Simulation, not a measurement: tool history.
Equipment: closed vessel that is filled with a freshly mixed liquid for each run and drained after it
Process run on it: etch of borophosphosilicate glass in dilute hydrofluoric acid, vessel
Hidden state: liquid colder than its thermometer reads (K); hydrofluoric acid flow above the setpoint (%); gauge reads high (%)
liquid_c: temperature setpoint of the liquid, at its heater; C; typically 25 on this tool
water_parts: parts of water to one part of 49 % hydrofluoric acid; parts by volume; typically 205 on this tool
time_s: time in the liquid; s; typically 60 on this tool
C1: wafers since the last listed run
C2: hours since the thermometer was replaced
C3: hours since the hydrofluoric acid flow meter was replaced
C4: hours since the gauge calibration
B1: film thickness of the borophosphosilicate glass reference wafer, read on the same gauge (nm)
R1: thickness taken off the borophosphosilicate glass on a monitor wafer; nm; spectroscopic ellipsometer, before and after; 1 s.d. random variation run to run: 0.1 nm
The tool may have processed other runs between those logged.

{"run": 1, "day": 0.0, "liquid_c": 25, "water_parts": 205, "time_s": 60, "C1": 0, "C2": 1367.2, "C3": 835.6, "C4": 656.6, "B1": 110.01, "R1": 12.1}
{"run": 2, "day": 1.071, "liquid_c": 25, "water_parts": 245, "time_s": 60, "C1": 3060, "C2": 1392.9, "C3": 861.3, "C4": 682.3, "B1": 110, "R1": 9.65}
{"run": 3, "day": 4.046, "liquid_c": 25, "water_parts": 205, "time_s": 60, "C1": 8501, "C2": 1464.3, "C3": 932.7, "C4": 753.7, "B1": 109.98, "R1": 11.94}
{"run": 4, "day": 6.1, "liquid_c": 25, "water_parts": 205, "time_s": 60, "C1": 5870, "C2": 1513.6, "C3": 982, "C4": 803, "B1": 110, "R1": 12.15}
{"run": 5, "day": 7.758, "liquid_c": 25, "water_parts": 205, "time_s": 60, "C1": 4739, "C2": 1553.4, "C3": 1021.8, "C4": 842.8, "B1": 110.03, "R1": 11.98}
{"run": 6, "day": 9.096, "liquid_c": 25, "water_parts": 205, "time_s": 60, "C1": 3822, "C2": 1585.5, "C3": 1053.9, "C4": 874.9, "B1": 109.98, "R1": 12.04}
{"run": 7, "day": 11.167, "liquid_c": 25, "water_parts": 205, "time_s": 75, "C1": 5917, "C2": 1635.2, "C3": 1103.6, "C4": 924.6, "B1": 110.02, "R1": 15.01}
{"run": 8, "day": 12.2, "liquid_c": 25, "water_parts": 205, "time_s": 35, "C1": 2953, "C2": 1660, "C3": 1128.4, "C4": 949.4, "B1": 110.03, "R1": 6.99}
{"run": 9, "day": 14.029, "liquid_c": 25, "water_parts": 205, "time_s": 60, "C1": 5227, "C2": 1703.9, "C3": 1172.3, "C4": 993.3, "B1": 110, "R1": 11.7}
{"run": 10, "day": 15.304, "liquid_c": 25, "water_parts": 235, "time_s": 60, "C1": 3643, "C2": 1734.5, "C3": 1202.9, "C4": 1023.9, "B1": 109.99, "R1": 9.95}
{"run": 11, "day": 16.567, "liquid_c": 25, "water_parts": 235, "time_s": 60, "C1": 3607, "C2": 1764.8, "C3": 1233.2, "C4": 1054.2, "B1": 110.03, "R1": 10.23}
{"day": 16.858, "done": "thermometer replaced"}
{"run": 12, "day": 18.517, "liquid_c": 25, "water_parts": 235, "time_s": 60, "C1": 5453, "C2": 39.8, "C3": 1280, "C4": 1101, "B1": 110.05, "R1": 11.2}
{"run": 13, "day": 21.425, "liquid_c": 25, "water_parts": 205, "time_s": 60, "C1": 8311, "C2": 109.6, "C3": 1349.8, "C4": 1170.8, "B1": 110, "R1": 13.03}
{"run": 14, "day": 23.212, "liquid_c": 23, "water_parts": 205, "time_s": 60, "C1": 5108, "C2": 152.5, "C3": 1392.7, "C4": 1213.7, "B1": 109.99, "R1": 12.12}
{"run": 15, "day": 25.412, "liquid_c": 21, "water_parts": 110, "time_s": 30, "C1": 6287, "C2": 205.3, "C3": 1445.5, "C4": 1266.5, "B1": 110.01, "R1": 11.58}
{"run": 16, "day": 26.854, "liquid_c": 25, "water_parts": 205, "time_s": 60, "C1": 4119, "C2": 239.9, "C3": 1480.1, "C4": 1301.1, "B1": 110.02, "R1": 13.08}
{"run": 17, "day": 29.358, "liquid_c": 25, "water_parts": 205, "time_s": 60, "C1": 7156, "C2": 300, "C3": 1540.2, "C4": 1361.2, "B1": 110, "R1": 13.09}
{"run": 18, "day": 31.167, "liquid_c": 29, "water_parts": 205, "time_s": 80, "C1": 5167, "C2": 343.4, "C3": 1583.6, "C4": 1404.6, "B1": 110.02, "R1": 19.82}
{"day": 31.212, "done": "gauge calibrated"}
{"run": 19, "day": 33.412, "liquid_c": 25, "water_parts": 205, "time_s": 60, "C1": 6418, "C2": 397.3, "C3": 1637.5, "C4": 52.8, "B1": 109.96, "R1": 12.87}
{"run": 20, "day": 34.925, "liquid_c": 22, "water_parts": 205, "time_s": 85, "C1": 4322, "C2": 433.6, "C3": 1673.8, "C4": 89.1, "B1": 109.98, "R1": 16.39}
{"run": 21, "day": 36.754, "liquid_c": 25, "water_parts": 205, "time_s": 85, "C1": 5227, "C2": 477.5, "C3": 1717.7, "C4": 133, "B1": 109.99, "R1": 18.09}
{"run": 22, "day": 38.108, "liquid_c": 25, "water_parts": 205, "time_s": 60, "C1": 3869, "C2": 510, "C3": 1750.2, "C4": 165.5, "B1": 109.98, "R1": 12.73}
{"run": 23, "day": 40.133, "liquid_c": 25, "water_parts": 205, "time_s": 60, "C1": 5787, "C2": 558.6, "C3": 1798.8, "C4": 214.1, "B1": 109.99, "R1": 12.78}
{"day": 40.675, "done": "hydrofluoric acid flow meter replaced"}
{"run": 24, "day": 41.725, "liquid_c": 25, "water_parts": 205, "time_s": 30, "C1": 4429, "C2": 596.8, "C3": 25.2, "C4": 252.3, "B1": 110.02, "R1": 6.35}
{"run": 25, "day": 43.367, "liquid_c": 22, "water_parts": 160, "time_s": 95, "C1": 4691, "C2": 636.2, "C3": 64.6, "C4": 291.7, "B1": 109.99, "R1": 23.9}
{"run": 26, "day": 45.371, "liquid_c": 30, "water_parts": 205, "time_s": 60, "C1": 5727, "C2": 684.3, "C3": 112.7, "C4": 339.8, "B1": 110.01, "R1": 15.29}
{"run": 27, "day": 46.925, "liquid_c": 27, "water_parts": 205, "time_s": 60, "C1": 4441, "C2": 721.6, "C3": 150, "C4": 377.1, "B1": 110.02, "R1": 13.76}
{"run": 28, "day": 49.188, "liquid_c": 25, "water_parts": 205, "time_s": 70, "C1": 6465, "C2": 775.9, "C3": 204.3, "C4": 431.4, "B1": 110.03, "R1": 14.59}
{"run": 29, "day": 54.604, "liquid_c": 29, "water_parts": 255, "time_s": 45, "C1": 15479, "C2": 905.9, "C3": 334.3, "C4": 561.4, "B1": 110, "R1": 8.23}
{"run": 30, "day": 55.646, "liquid_c": 29.5, "water_parts": 205, "time_s": 60, "C1": 2976, "C2": 930.9, "C3": 359.3, "C4": 586.4, "B1": 109.99, "R1": 14.85}
{"run": 31, "day": 58.146, "liquid_c": 27.5, "water_parts": 205, "time_s": 40, "C1": 7144, "C2": 990.9, "C3": 419.3, "C4": 646.4, "B1": 110.01, "R1": 8.97}

Predict each of these 5 candidate next runs independently; none follows another, all start after run 31:
{"run": "A", "day": 58.175, "liquid_c": 25, "water_parts": 205, "time_s": 60, "C1": 83, "C2": 991.6, "C3": 420, "C4": 647.1, "B1": "?", "R1": "?"}
{"run": "B", "day": 58.175, "liquid_c": 25, "water_parts": 165, "time_s": 40, "C1": 83, "C2": 991.6, "C3": 420, "C4": 647.1, "B1": "?", "R1": "?"}
{"run": "C", "day": 58.175, "liquid_c": 20.5, "water_parts": 135, "time_s": 35, "C1": 83, "C2": 991.6, "C3": 420, "C4": 647.1, "B1": "?", "R1": "?"}
{"run": "D", "day": 58.175, "liquid_c": 30, "water_parts": 205, "time_s": 35, "C1": 83, "C2": 991.6, "C3": 420, "C4": 647.1, "B1": "?", "R1": "?"}
{"run": "E", "day": 58.175, "liquid_c": 26.5, "water_parts": 205, "time_s": 90, "C1": 83, "C2": 991.6, "C3": 420, "C4": 647.1, "B1": "?", "R1": "?"}

run=A B1=110.04 R1=12.61
run=B B1=110.04 R1=10.9
run=C B1=110.04 R1=10.09
run=D B1=110.04 R1=8.81
run=E B1=110.04 R1=19.98
Take away the tool's hidden state, keep each run's random variation, and the runs would have read:
run=A R1=13.33
run=B R1=11.54
run=C R1=10.72
run=D R1=9.28
run=E R1=21.1
